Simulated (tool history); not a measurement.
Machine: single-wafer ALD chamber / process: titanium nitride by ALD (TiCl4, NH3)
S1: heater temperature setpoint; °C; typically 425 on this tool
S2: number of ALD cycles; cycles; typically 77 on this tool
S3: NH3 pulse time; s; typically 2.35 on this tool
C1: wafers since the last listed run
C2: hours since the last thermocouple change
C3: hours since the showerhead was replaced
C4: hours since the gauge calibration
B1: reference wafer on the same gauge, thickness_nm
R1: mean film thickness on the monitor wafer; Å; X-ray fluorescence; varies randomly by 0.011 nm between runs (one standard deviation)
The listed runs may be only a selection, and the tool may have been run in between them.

run    hour   S1  S2    S3   C1      C2      C3     C4     B1     R1
  1       0  425  77  2.35    0   964.6  6499.4  837.3  2.012     20
        5.1  -- gauge calibrated
  2    56.8  425  77  2.35  199  1021.4  6556.2   51.7  1.955  19.46
  3   119.9  425  77  2.35  221  1084.5  6619.3  114.8  1.956  19.41
  4   158.8  425  77  2.35  136  1123.4  6658.2  153.7  1.961  19.52
  5   216.2  419  77  2.35  201  1180.8  6715.6  211.1  1.959  19.41
  6   282.4  425  77  2.35  232    1247  6781.8  277.3  1.962  19.46
  7   311.9  425  81  2.35  103  1276.5  6811.3  306.8  1.964   20.5
  8   370.8  425  86  2.65  207  1335.4  6870.2  365.7  1.972  22.01
  9   415.8  425  86  2.65  158  1380.4  6915.2  410.7  1.965  22.27
 10   455.5  425  86  2.65  139  1420.1  6954.9  450.4  1.978  22.11
 11   519.4  425  77  2.35  224    1484  7018.8  514.3  1.982  19.76
 12   564.8  425  77  2.35  159  1529.4  7064.2  559.7  1.985  19.81
 13   659.3  425  77  2.35  332  1623.9  7158.7  654.2  1.991  19.98
 14     692  425  77  2.35  114  1656.6  7191.4  686.9  1.999   19.8
 15   723.4  425  77  3.14  110    1688  7222.8  718.3  2.002  20.01
 16   778.9  425  77  2.35  195  1743.5  7278.3  773.8  2.015  20.08
 17   835.3  419  67  1.55  198  1799.9  7334.7  830.2  2.015  17.24
 18   878.6  410  77  2.35  152  1843.2    7378  873.5   2.03  20.07
      903.4  -- gauge calibrated
 19   903.8  411  72  2.59   88  1868.4  7403.2    0.4   1.94  17.93
      946.4  -- thermocouple changed; heater temperature recalibrated
 20   974.5  425  77  2.35  220    28.1  7473.9   71.1   1.94  19.32
      984.4  -- showerhead replaced
 21  1034.7  437  84  2.35  183    88.3    50.3  131.3  1.942  20.97
 22  1067.7  434  83  2.81  116   121.3    83.3  164.3  1.935  21.02
 23  1096.6  414  63  1.56  101   150.2   112.2  193.2  1.942  15.45
 24  1163.3  425  77  2.35  234   216.9   178.9  259.9  1.943  19.52
 25    1193  425  91  1.74  104   246.6   208.6  289.6  1.945  22.51
 26  1255.1  425  77  2.35  218   308.7   270.7  351.7  1.947  19.26
 27  1312.8  433  87  2.68  202   366.4   328.4  409.4  1.948  22.13
 28  1368.9  425  77   2.9  197   422.5   384.5  465.5  1.956  19.69

Consider 3 possible next runs. They are alternatives, not a sequence: every one starts from the tool as it was left by run 28. What does each give?
  A  1369.5  412  77  2.35   2  423.1  385.1  466.1   ?   ?
  B  1369.5  418  77  2.69   2  423.1  385.1  466.1   ?   ?
  C  1369.5  413  92  2.94   2  423.1  385.1  466.1   ?   ?

run     B1     R1
  A  1.958  19.67
  B  1.958  19.77
  C  1.958  23.65
What these runs would have given with no unlogged condition in the tool:
run     R1
  A   19.6
  B   19.7
  C  23.57
